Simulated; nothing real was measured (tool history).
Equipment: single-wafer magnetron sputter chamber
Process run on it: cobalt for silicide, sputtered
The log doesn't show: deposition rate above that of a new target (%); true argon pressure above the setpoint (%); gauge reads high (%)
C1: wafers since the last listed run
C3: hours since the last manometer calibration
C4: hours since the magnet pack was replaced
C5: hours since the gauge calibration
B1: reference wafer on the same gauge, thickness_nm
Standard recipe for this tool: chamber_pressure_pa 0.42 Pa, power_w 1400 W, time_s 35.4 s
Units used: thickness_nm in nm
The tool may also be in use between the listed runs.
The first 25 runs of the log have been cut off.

run 26 hour=2285.2 | chamber_pressure_pa=0.587 power_w=1650 time_s=29 | C1=2328 wafers_on_the_sputter_target=18820 C3=1520 C4=805.4 C5=1708.9 | B1=26.501 | thickness_nm=22.046
-- hour=2353.9 sputter target and shields replaced
run 27 hour=2382.2 | chamber_pressure_pa=0.499 power_w=1650 time_s=35.4 | C1=2800 wafers_on_the_sputter_target=891 C3=1617 C4=902.4 C5=1805.9 | B1=26.527 | thickness_nm=28.254
run 28 hour=2489.4 | chamber_pressure_pa=0.42 power_w=1500 time_s=35.4 | C1=3372 wafers_on_the_sputter_target=4263 C3=1724.2 C4=1009.6 C5=1913.1 | B1=26.506 | thickness_nm=26.489
run 29 hour=2537.1 | chamber_pressure_pa=0.255 power_w=1700 time_s=39.5 | C1=1500 wafers_on_the_sputter_target=5764 C3=1771.9 C4=1057.3 C5=1960.8 | B1=26.51 | thickness_nm=34.555
-- hour=2725.7 capacitance manometer re-zeroed and calibrated
run 30 hour=2750.8 | chamber_pressure_pa=0.42 power_w=1400 time_s=39.5 | C1=6471 wafers_on_the_sputter_target=12236 C3=25.1 C4=1271 C5=2174.5 | B1=26.488 | thickness_nm=28.092
run 31 hour=2805.9 | chamber_pressure_pa=0.42 power_w=1050 time_s=35.4 | C1=1733 wafers_on_the_sputter_target=13969 C3=80.2 C4=1326.1 C5=2229.6 | B1=26.497 | thickness_nm=19.875
run 32 hour=2854 | chamber_pressure_pa=0.42 power_w=1400 time_s=35.4 | C1=1513 wafers_on_the_sputter_target=15483 C3=128.3 C4=1374.2 C5=2277.7 | B1=26.503 | thickness_nm=24.986
run 33 hour=2907.4 | chamber_pressure_pa=0.42 power_w=1300 time_s=37.8 | C1=1680 wafers_on_the_sputter_target=17163 C3=181.7 C4=1427.6 C5=2331.1 | B1=26.484 | thickness_nm=24.868
run 34 hour=2963.5 | chamber_pressure_pa=0.42 power_w=1150 time_s=40.6 | C1=1765 wafers_on_the_sputter_target=18928 C3=237.8 C4=1483.7 C5=2387.2 | B1=26.485 | thickness_nm=24.185
run 35 hour=3035.4 | chamber_pressure_pa=0.567 power_w=1700 time_s=35.4 | C1=2262 wafers_on_the_sputter_target=21190 C3=309.7 C4=1555.6 C5=2459.1 | B1=26.495 | thickness_nm=27.844

Branching from run 35: 3 alternative next runs. What would each branch give?
run A hour=3035.8 | chamber_pressure_pa=0.42 power_w=1400 time_s=35.4 | C1=12 wafers_on_the_sputter_target=21202 C3=310.1 C4=1556 C5=2459.5 | B1=? | thickness_nm=?
run B hour=3035.8 | chamber_pressure_pa=0.357 power_w=1400 time_s=30.6 | C1=12 wafers_on_the_sputter_target=21202 C3=310.1 C4=1556 C5=2459.5 | B1=? | thickness_nm=?
run C hour=3035.8 | chamber_pressure_pa=0.42 power_w=1700 time_s=38.8 | C1=12 wafers_on_the_sputter_target=21202 C3=310.1 C4=1556 C5=2459.5 | B1=? | thickness_nm=?

run=A B1=26.491 thickness_nm=24.564
run=B B1=26.491 thickness_nm=21.598
run=C B1=26.491 thickness_nm=31.736
Stripped of hidden state, with their random variation kept, the same runs would have yielded:
run=A thickness_nm=25.671
run=B thickness_nm=22.56
run=C thickness_nm=33.166
